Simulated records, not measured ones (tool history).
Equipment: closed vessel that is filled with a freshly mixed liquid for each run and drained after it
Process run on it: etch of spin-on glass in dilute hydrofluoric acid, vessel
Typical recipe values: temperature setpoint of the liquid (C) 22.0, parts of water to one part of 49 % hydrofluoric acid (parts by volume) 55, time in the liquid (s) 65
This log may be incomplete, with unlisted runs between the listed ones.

| run | hour | temperature setpoint of the liquid (C) | parts of water to one part of 49 % hydrofluoric acid (parts by volume) | time in the liquid (s) | wafers since the last listed run | hours since the thermometer was replaced | hours since the hydrofluoric acid flow meter was replaced | hours since the gauge calibration | read-back film thickness of the spin-on glass reference wafer, read on the same gauge (nm) | thickness taken off the spin-on glass on a monitor wafer (Å) |
|---|---|---|---|---|---|---|---|---|---|---|
| 1 | 0.0 | 25.5 | 55 | 80 | 0 | 1246.5 | 9.9 | 652.6 | 59.97 | 656.8 |
| 2 | 64.6 | 25.5 | 55 | 80 | 4870 | 1311.1 | 74.5 | 717.2 | 60.02 | 656.8 |
| 3 | 102.5 | 25.5 | 55 | 80 | 2857 | 1349.0 | 112.4 | 755.1 | 60.01 | 642.8 |
| 4 | 159.8 | 22.0 | 55 | 65 | 4320 | 1406.3 | 169.7 | 812.4 | 60.00 | 456.7 |
| 5 | 185.7 | 22.0 | 55 | 90 | 1952 | 1432.2 | 195.6 | 838.3 | 59.98 | 634.7 |
| 6 | 236.3 | 22.0 | 55 | 90 | 3814 | 1482.8 | 246.2 | 888.9 | 60.02 | 618.0 |
| 7 | 279.1 | 22.0 | 55 | 65 | 3226 | 1525.6 | 289.0 | 931.7 | 59.94 | 439.0 |
| 8 | 439.9 | 22.0 | 55 | 65 | 12123 | 1686.4 | 449.8 | 1092.5 | 59.99 | 435.7 |
|  | 455.2 | hydrofluoric acid flow meter replaced |
| 9 | 585.5 | 22.0 | 55 | 65 | 10901 | 1832.0 | 130.3 | 1238.1 | 59.99 | 451.5 |
| 10 | 653.0 | 22.0 | 55 | 65 | 5089 | 1899.5 | 197.8 | 1305.6 | 59.99 | 448.3 |
|  | 672.4 | thermometer replaced |
| 11 | 721.7 | 18.0 | 55 | 65 | 5104 | 49.3 | 266.5 | 1374.3 | 60.00 | 374.1 |
| 12 | 759.8 | 22.0 | 55 | 65 | 2872 | 87.4 | 304.6 | 1412.4 | 59.96 | 441.5 |
| 13 | 791.9 | 22.0 | 55 | 65 | 2420 | 119.5 | 336.7 | 1444.5 | 60.05 | 433.6 |
| 14 | 845.7 | 22.0 | 55 | 65 | 4056 | 173.3 | 390.5 | 1498.3 | 60.01 | 429.4 |
| 15 | 883.4 | 25.5 | 40 | 55 | 2842 | 211.0 | 428.2 | 1536.0 | 59.98 | 585.7 |
| 16 | 916.9 | 22.0 | 55 | 35 | 2525 | 244.5 | 461.7 | 1569.5 | 60.02 | 229.6 |
|  | 967.6 | hydrofluoric acid flow meter replaced |
| 17 | 968.1 | 26.5 | 55 | 90 | 3784 | 295.7 | 0.5 | 1620.7 | 60.01 | 769.5 |
| 18 | 1008.5 | 20.5 | 55 | 65 | 3045 | 336.1 | 40.9 | 1661.1 | 60.00 | 427.5 |
| 19 | 1075.9 | 22.0 | 45 | 105 | 5081 | 403.5 | 108.3 | 1728.5 | 60.03 | 912.6 |
|  | 1115.1 | gauge calibrated |
| 20 | 1128.1 | 20.5 | 30 | 105 | 3935 | 455.7 | 160.5 | 13.0 | 60.01 | 1290.0 |
| 21 | 1152.5 | 22.0 | 55 | 90 | 1839 | 480.1 | 184.9 | 37.4 | 60.01 | 631.8 |
| 22 | 1208.7 | 22.0 | 55 | 65 | 4237 | 536.3 | 241.1 | 93.6 | 59.97 | 439.0 |
| 23 | 1244.1 | 22.0 | 70 | 65 | 2668 | 571.7 | 276.5 | 129.0 | 60.04 | 342.8 |
| 24 | 1303.7 | 18.5 | 55 | 30 | 4493 | 631.3 | 336.1 | 188.6 | 60.00 | 175.8 |
| 25 | 1345.1 | 25.5 | 55 | 80 | 3121 | 672.7 | 377.5 | 230.0 | 60.02 | 617.2 |
| 26 | 1400.8 | 24.5 | 80 | 40 | 4199 | 728.4 | 433.2 | 285.7 | 60.01 | 194.4 |
| 27 | 1471.7 | 25.5 | 40 | 55 | 5345 | 799.3 | 504.1 | 356.6 | 59.98 | 590.4 |
|  | 1512.2 | hydrofluoric acid flow meter replaced |
| 28 | 1527.4 | 22.0 | 45 | 80 | 4124 | 855.0 | 15.2 | 412.3 | 60.00 | 703.4 |

Branching from run 28: 5 alternative next runs. What would each branch give?
| A | 1528.1 | 22.0 | 55 | 65 | 52 | 855.7 | 15.9 | 413.0 | ? | ? |
| B | 1528.1 | 25.0 | 75 | 85 | 52 | 855.7 | 15.9 | 413.0 | ? | ? |
| C | 1528.1 | 17.0 | 55 | 65 | 52 | 855.7 | 15.9 | 413.0 | ? | ? |
| D | 1528.1 | 18.5 | 55 | 65 | 52 | 855.7 | 15.9 | 413.0 | ? | ? |
| E | 1528.1 | 22.0 | 40 | 65 | 52 | 855.7 | 15.9 | 413.0 | ? | ? |

| run | read-back film thickness of the spin-on glass reference wafer, read on the same gauge (nm) | thickness taken off the spin-on glass on a monitor wafer (Å) |
|---|---|---|
| A | 59.97 | 469.3 |
| B | 59.97 | 495.8 |
| C | 59.97 | 379.5 |
| D | 59.97 | 404.8 |
| E | 59.97 | 657.8 |
With the hidden condition removed and each run's random variation left untouched, the same runs would have given:
| run | thickness taken off the spin-on glass on a monitor wafer (Å) |
|---|---|
| A | 471.9 |
| B | 498.5 |
| C | 381.5 |
| D | 407.0 |
| E | 661.3 |

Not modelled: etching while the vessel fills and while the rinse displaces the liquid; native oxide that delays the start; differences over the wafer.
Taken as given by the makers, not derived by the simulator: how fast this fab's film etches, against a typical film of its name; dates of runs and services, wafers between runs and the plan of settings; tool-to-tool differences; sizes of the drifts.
